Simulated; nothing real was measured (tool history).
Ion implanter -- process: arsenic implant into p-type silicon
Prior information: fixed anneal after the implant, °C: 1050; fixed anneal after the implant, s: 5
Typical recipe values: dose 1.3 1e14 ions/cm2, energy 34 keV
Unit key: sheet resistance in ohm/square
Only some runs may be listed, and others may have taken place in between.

| run | hour | dose | energy | read-back reference wafer on the same gauge, sheet resistance | sheet resistance |
|---|---|---|---|---|---|
| 1 | 0 | 1.3 | 34 | 547.97 | 548.29 |
| 2 | 7.5 | 1.3 | 34 | 547.66 | 548.94 |
| 3 | 22.2 | 1.3 | 34 | 548.21 | 547.33 |
| 4 | 35.5 | 1.3 | 34 | 548.14 | 548.59 |
| 5 | 44.3 | 1.3 | 34 | 548.06 | 550.01 |
| 6 | 53.6 | 1.3 | 34 | 548.61 | 549.45 |
| 7 | 65.5 | 1.3 | 27.5 | 547.91 | 568.57 |
| 8 | 79.2 | 1.3 | 27.5 | 547.83 | 568.81 |
| 9 | 92.1 | 1.1 | 34 | 548.14 | 614.44 |
| 10 | 103.7 | 1.1 | 34 | 547.92 | 615.38 |
| 11 | 116.9 | 1.3 | 34 | 547.7 | 547.8 |
| 12 | 130.9 | 1.08 | 27 | 548.44 | 647.39 |
| 13 | 147.3 | 1.08 | 27 | 547.98 | 646 |
| 14 | 165 | 1.08 | 27 | 548.15 | 648.67 |
| 15 | 182.3 | 1.54 | 34 | 548.05 | 490.14 |
| 16 | 194.1 | 1.44 | 24.5 | 547.99 | 543.9 |
| 17 | 203.6 | 1.43 | 30 | 548.31 | 527.86 |
| 18 | 216.7 | 1.45 | 24.5 | 547.86 | 539.55 |
| 19 | 224 | 1.02 | 29.5 | 547.76 | 668.94 |
| 20 | 240.6 | 1.58 | 42 | 548.38 | 464.11 |
| 21 | 255.7 | 1.14 | 24.5 | 548.36 | 641.61 |
| 22 | 266.1 | 1.08 | 27 | 548.36 | 653.19 |
| 23 | 281.3 | 1.68 | 42 | 547.97 | 444.19 |
| 24 | 297.2 | 0.98 | 28.5 | 547.85 | 690.17 |
| 25 | 307.9 | 1.02 | 29.5 | 547.7 | 667.68 |
| 26 | 318.3 | 1.07 | 27.5 | 548.31 | 656.78 |
| 27 | 328.7 | 1.3 | 42.5 | 548.09 | 528.7 |
| 28 | 341.1 | 0.94 | 34 | 548.23 | 685.78 |
| 29 | 354.5 | 1.3 | 34 | 547.85 | 550.8 |
| 30 | 365.3 | 1.61 | 34 | 548.18 | 473.31 |

Withheld: 3 entries from between the runs. Position of each, and hidden state at the listed run before versus the listed run after:
In the gap between runs 14 and 15: gauge calibrated (hour 177.7); extraction supply calibrated (hour 179.7); Faraday cup replaced and dose calibrated (hour 181.8)
  deviation of the true dose from the Faraday cup's reading, %: 1.55 -> 0.057
  measured less the result without the state, sheet resistance: -6.94 -> -0.19 ohm/square

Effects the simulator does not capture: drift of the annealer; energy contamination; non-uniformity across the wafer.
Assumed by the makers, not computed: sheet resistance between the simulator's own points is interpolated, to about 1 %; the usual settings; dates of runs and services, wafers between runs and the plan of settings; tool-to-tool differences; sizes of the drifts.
